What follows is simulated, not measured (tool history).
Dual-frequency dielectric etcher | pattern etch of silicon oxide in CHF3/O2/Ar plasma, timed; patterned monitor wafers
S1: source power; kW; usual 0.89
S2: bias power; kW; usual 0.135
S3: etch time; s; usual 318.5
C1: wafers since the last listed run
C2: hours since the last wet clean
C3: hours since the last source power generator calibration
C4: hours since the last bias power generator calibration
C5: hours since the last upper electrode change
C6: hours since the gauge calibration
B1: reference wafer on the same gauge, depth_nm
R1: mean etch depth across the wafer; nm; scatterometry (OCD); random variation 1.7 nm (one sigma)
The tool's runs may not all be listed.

run 1 hour=0 | S1=1.06 S2=0.135 S3=318.5 | C1=0 C2=257.1 C3=2524.7 C4=1779 C5=3810.3 C6=77.4 | B1=720.1 | R1=768.1
run 2 hour=25.6 | S1=1.06 S2=0.135 S3=318.5 | C1=73 C2=282.7 C3=2550.3 C4=1804.6 C5=3835.9 C6=103 | B1=720.1 | R1=771.2
run 3 hour=55.5 | S1=0.89 S2=0.135 S3=338 | C1=85 C2=312.6 C3=2580.2 C4=1834.5 C5=3865.8 C6=132.9 | B1=719.6 | R1=765.4
run 4 hour=80.2 | S1=0.89 S2=0.135 S3=338 | C1=70 C2=337.3 C3=2604.9 C4=1859.2 C5=3890.5 C6=157.6 | B1=720.1 | R1=760.6
-- hour=107.5 wet clean of the chamber
run 5 hour=108 | S1=0.89 S2=0.135 S3=318.5 | C1=10 C2=0.5 C3=2632.7 C4=1887 C5=3918.3 C6=185.4 | B1=719.8 | R1=718.3
run 6 hour=128.5 | S1=0.89 S2=0.135 S3=318.5 | C1=58 C2=21 C3=2653.2 C4=1907.5 C5=3938.8 C6=205.9 | B1=719.4 | R1=720.8
-- hour=136.8 bias power generator calibrated
run 7 hour=152.5 | S1=0.89 S2=0.135 S3=318.5 | C1=57 C2=45 C3=2677.2 C4=15.7 C5=3962.8 C6=229.9 | B1=719.9 | R1=727.9
run 8 hour=171.1 | S1=1.02 S2=0.135 S3=371 | C1=53 C2=63.6 C3=2695.8 C4=34.3 C5=3981.4 C6=248.5 | B1=720.1 | R1=896.8
-- hour=185 source power generator calibrated
run 9 hour=190.8 | S1=1 S2=0.135 S3=292 | C1=45 C2=83.3 C3=5.8 C4=54 C5=4001.1 C6=268.2 | B1=720.1 | R1=685
run 10 hour=217.8 | S1=1.01 S2=0.11 S3=245.5 | C1=77 C2=110.3 C3=32.8 C4=81 C5=4028.1 C6=295.2 | B1=720.5 | R1=537.8
run 11 hour=240.7 | S1=0.81 S2=0.168 S3=395.5 | C1=65 C2=133.2 C3=55.7 C4=103.9 C5=4051 C6=318.1 | B1=719.8 | R1=926.5
run 12 hour=257.3 | S1=0.89 S2=0.146 S3=398.5 | C1=47 C2=149.8 C3=72.3 C4=120.5 C5=4067.6 C6=334.7 | B1=720.3 | R1=915.5
-- hour=284.3 upper electrode replaced
run 13 hour=284.8 | S1=0.89 S2=0.144 S3=272 | C1=10 C2=177.3 C3=99.8 C4=148 C5=0.5 C6=362.2 | B1=719.9 | R1=622.7
run 14 hour=301.6 | S1=1.04 S2=0.111 S3=397 | C1=48 C2=194.1 C3=116.6 C4=164.8 C5=17.3 C6=379 | B1=720.2 | R1=883.3
run 15 hour=314.9 | S1=0.71 S2=0.153 S3=255.5 | C1=38 C2=207.4 C3=129.9 C4=178.1 C5=30.6 C6=392.3 | B1=720.3 | R1=550.3
run 16 hour=340.9 | S1=0.97 S2=0.102 S3=258 | C1=74 C2=233.4 C3=155.9 C4=204.1 C5=56.6 C6=418.3 | B1=719.9 | R1=541.1
run 17 hour=389.5 | S1=1.04 S2=0.135 S3=318.5 | C1=139 C2=282 C3=204.5 C4=252.7 C5=105.2 C6=466.9 | B1=720.2 | R1=757.1
run 18 hour=410.8 | S1=1.01 S2=0.101 S3=318.5 | C1=61 C2=303.3 C3=225.8 C4=274 C5=126.5 C6=488.2 | B1=720 | R1=675.8
run 19 hour=429.5 | S1=1.02 S2=0.135 S3=318.5 | C1=53 C2=322 C3=244.5 C4=292.7 C5=145.2 C6=506.9 | B1=720.1 | R1=749.8
run 20 hour=462.3 | S1=0.68 S2=0.135 S3=223 | C1=94 C2=354.8 C3=277.3 C4=325.5 C5=178 C6=539.7 | B1=719.4 | R1=448.8
run 21 hour=493.8 | S1=0.89 S2=0.103 S3=235.5 | C1=90 C2=386.3 C3=308.8 C4=357 C5=209.5 C6=571.2 | B1=720.1 | R1=477.4
run 22 hour=517 | S1=0.89 S2=0.135 S3=318.5 | C1=66 C2=409.5 C3=332 C4=380.2 C5=232.7 C6=594.4 | B1=720.3 | R1=711
-- hour=548.4 wet clean of the chamber
run 23 hour=548.9 | S1=0.95 S2=0.152 S3=318.5 | C1=22 C2=0.5 C3=363.9 C4=412.1 C5=264.6 C6=626.3 | B1=720.3 | R1=762.3
run 24 hour=562.3 | S1=0.89 S2=0.135 S3=318.5 | C1=38 C2=13.9 C3=377.3 C4=425.5 C5=278 C6=639.7 | B1=719.9 | R1=711.1
run 25 hour=583.1 | S1=0.89 S2=0.135 S3=318.5 | C1=59 C2=34.7 C3=398.1 C4=446.3 C5=298.8 C6=660.5 | B1=719.7 | R1=711.4
run 26 hour=602.9 | S1=0.89 S2=0.135 S3=384 | C1=56 C2=54.5 C3=417.9 C4=466.1 C5=318.6 C6=680.3 | B1=719.9 | R1=852.4
run 27 hour=633.5 | S1=0.96 S2=0.168 S3=405 | C1=87 C2=85.1 C3=448.5 C4=496.7 C5=349.2 C6=710.9 | B1=720.1 | R1=1008.1
run 28 hour=668.7 | S1=0.99 S2=0.164 S3=247.5 | C1=100 C2=120.3 C3=483.7 C4=531.9 C5=384.4 C6=746.1 | B1=720.1 | R1=616.8
run 29 hour=696 | S1=0.89 S2=0.135 S3=290 | C1=78 C2=147.6 C3=511 C4=559.2 C5=411.7 C6=773.4 | B1=720.1 | R1=647.1
run 30 hour=729.3 | S1=1.06 S2=0.135 S3=318.5 | C1=95 C2=180.9 C3=544.3 C4=592.5 C5=445 C6=806.7 | B1=720.2 | R1=762.4

For each entry between runs, how does the tool's hidden state at the last listed run before it compare with that at the first listed run after it?
Run 4 -> run 5: wet clean of the chamber (hour 107.5)
  source power that arrives over what is set, %: 5.35 -> 5.4; bias power that arrives over what is set, %: -4.65 -> -4.66
  the result without the hidden state subtracted from the measured one, R1: +2.3 -> +2.4 nm
Run 6 -> run 7: bias power generator calibrated (hour 136.8)
  source power that arrives over what is set, %: 5.43 -> 5.48; bias power that arrives over what is set, %: -4.67 -> 0.108
  the result without the hidden state subtracted from the measured one, R1: +2.4 -> +15.1 nm
Run 8 -> run 9: source power generator calibrated (hour 185)
  source power that arrives over what is set, %: 5.51 -> -0.126; bias power that arrives over what is set, %: -0.0455 -> -0.203
  the result without the hidden state subtracted from the measured one, R1: +18.3 -> -0.9 nm
Run 12 -> run 13: upper electrode replaced (hour 284.3)
  source power that arrives over what is set, %: -0.011 -> 0.0365; bias power that arrives over what is set, %: -0.699 -> -0.889
  the result without the hidden state subtracted from the measured one, R1: -2.4 -> -2 nm
Run 22 -> run 23: wet clean of the chamber (hour 548.4)
  source power that arrives over what is set, %: 0.438 -> 0.493; bias power that arrives over what is set, %: -2.19 -> -2.34
  the result without the hidden state subtracted from the measured one, R1: -4.5 -> -5.2 nm
